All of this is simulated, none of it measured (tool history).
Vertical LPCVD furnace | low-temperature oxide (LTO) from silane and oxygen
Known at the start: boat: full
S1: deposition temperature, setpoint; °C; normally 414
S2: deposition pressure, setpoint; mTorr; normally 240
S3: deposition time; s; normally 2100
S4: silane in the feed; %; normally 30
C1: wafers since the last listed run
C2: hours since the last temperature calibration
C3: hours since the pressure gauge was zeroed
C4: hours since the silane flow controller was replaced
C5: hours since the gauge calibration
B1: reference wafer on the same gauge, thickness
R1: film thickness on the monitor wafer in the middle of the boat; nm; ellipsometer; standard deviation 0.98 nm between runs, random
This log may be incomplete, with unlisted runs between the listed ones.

| run | hour | S1 | S2 | S3 | S4 | C1 | C2 | C3 | C4 | C5 | B1 | R1 |
|---|---|---|---|---|---|---|---|---|---|---|---|---|
| 1 | 0 | 414 | 240 | 2100 | 30 | 0 | 1275.8 | 2793.3 | 5969.9 | 567.5 | 316.06 | 315.82 |
| 2 | 77.1 | 414 | 240 | 2100 | 30 | 1514 | 1352.9 | 2870.4 | 6047 | 644.6 | 315.83 | 315.62 |
| 3 | 175.5 | 411 | 240 | 2100 | 32 | 1933 | 1451.3 | 2968.8 | 6145.4 | 743 | 314.43 | 331.49 |
| 4 | 272.9 | 414 | 240 | 1560 | 30 | 1913 | 1548.7 | 3066.2 | 6242.8 | 840.4 | 313.42 | 231.41 |
| 5 | 359.5 | 414 | 240 | 1560 | 30 | 1701 | 1635.3 | 3152.8 | 6329.4 | 927 | 311.56 | 231.62 |
| 6 | 406.2 | 414 | 240 | 2100 | 30 | 917 | 1682 | 3199.5 | 6376.1 | 973.7 | 311.24 | 307.94 |
|  | 431.6 | silane flow controller replaced |
| 7 | 479.1 | 414 | 240 | 2100 | 30 | 960 | 1754.9 | 3272.4 | 47.5 | 1046.6 | 310.16 | 309.79 |
| 8 | 515.3 | 414 | 240 | 2100 | 30 | 711 | 1791.1 | 3308.6 | 83.7 | 1082.8 | 309.37 | 309.55 |
| 9 | 588.4 | 414 | 285 | 2100 | 30 | 1436 | 1864.2 | 3381.7 | 156.8 | 1155.9 | 308.59 | 364.15 |
| 10 | 641.2 | 414 | 265 | 2100 | 30 | 1037 | 1917 | 3434.5 | 209.6 | 1208.7 | 306.97 | 339.07 |
|  | 644.5 | gauge calibrated |
|  | 668.4 | thermocouples replaced and temperature profile calibrated |
|  | 873.5 | pressure gauge zeroed |
| 11 | 928.7 | 414 | 240 | 2700 | 30 | 4705 | 260.3 | 55.2 | 497.1 | 284.2 | 318.27 | 407.79 |
| 12 | 1021.8 | 419 | 240 | 2100 | 30 | 1828 | 353.4 | 148.3 | 590.2 | 377.3 | 317.38 | 335.3 |
| 13 | 1058.5 | 414 | 240 | 2100 | 30 | 720 | 390.1 | 185 | 626.9 | 414 | 316.72 | 315.92 |
| 14 | 1126.1 | 414 | 205 | 2100 | 30 | 1328 | 457.7 | 252.6 | 694.5 | 481.6 | 316.26 | 269.25 |
| 15 | 1232.9 | 420 | 240 | 2100 | 30 | 2098 | 564.5 | 359.4 | 801.3 | 588.4 | 315.75 | 336 |
| 16 | 1279.8 | 419 | 240 | 2100 | 30 | 921 | 611.4 | 406.3 | 848.2 | 635.3 | 315.06 | 333.01 |
| 17 | 1344.2 | 418 | 220 | 2580 | 26 | 1265 | 675.8 | 470.7 | 912.6 | 699.7 | 314.15 | 298.49 |
| 18 | 1390.7 | 414 | 240 | 2370 | 26 | 913 | 722.3 | 517.2 | 959.1 | 746.2 | 313.81 | 285.9 |
| 19 | 1426.9 | 414 | 240 | 2100 | 30 | 711 | 758.5 | 553.4 | 995.3 | 782.4 | 313.03 | 312.71 |

Here are 5 independent what-if runs from the current tool condition. What would each one return?
| A | 1430.7 | 414 | 240 | 2100 | 30 | 74 | 762.3 | 557.2 | 999.1 | 786.2 | ? | ? |
| B | 1430.7 | 414 | 185 | 2100 | 35 | 74 | 762.3 | 557.2 | 999.1 | 786.2 | ? | ? |
| C | 1430.7 | 417 | 240 | 2100 | 30 | 74 | 762.3 | 557.2 | 999.1 | 786.2 | ? | ? |
| D | 1430.7 | 418 | 210 | 1800 | 28 | 74 | 762.3 | 557.2 | 999.1 | 786.2 | ? | ? |
| E | 1430.7 | 404 | 270 | 1590 | 26 | 74 | 762.3 | 557.2 | 999.1 | 786.2 | ? | ? |

| run | B1 | R1 |
|---|---|---|
| A | 313.75 | 311.94 |
| B | 313.75 | 296.65 |
| C | 313.75 | 322.63 |
| D | 313.75 | 221.54 |
| E | 313.75 | 191.09 |
With the hidden condition removed and each run's random variation left untouched, the same runs would have given:
| run | R1 |
|---|---|
| A | 315.44 |
| B | 299.98 |
| C | 326.25 |
| D | 224.02 |
| E | 193.24 |
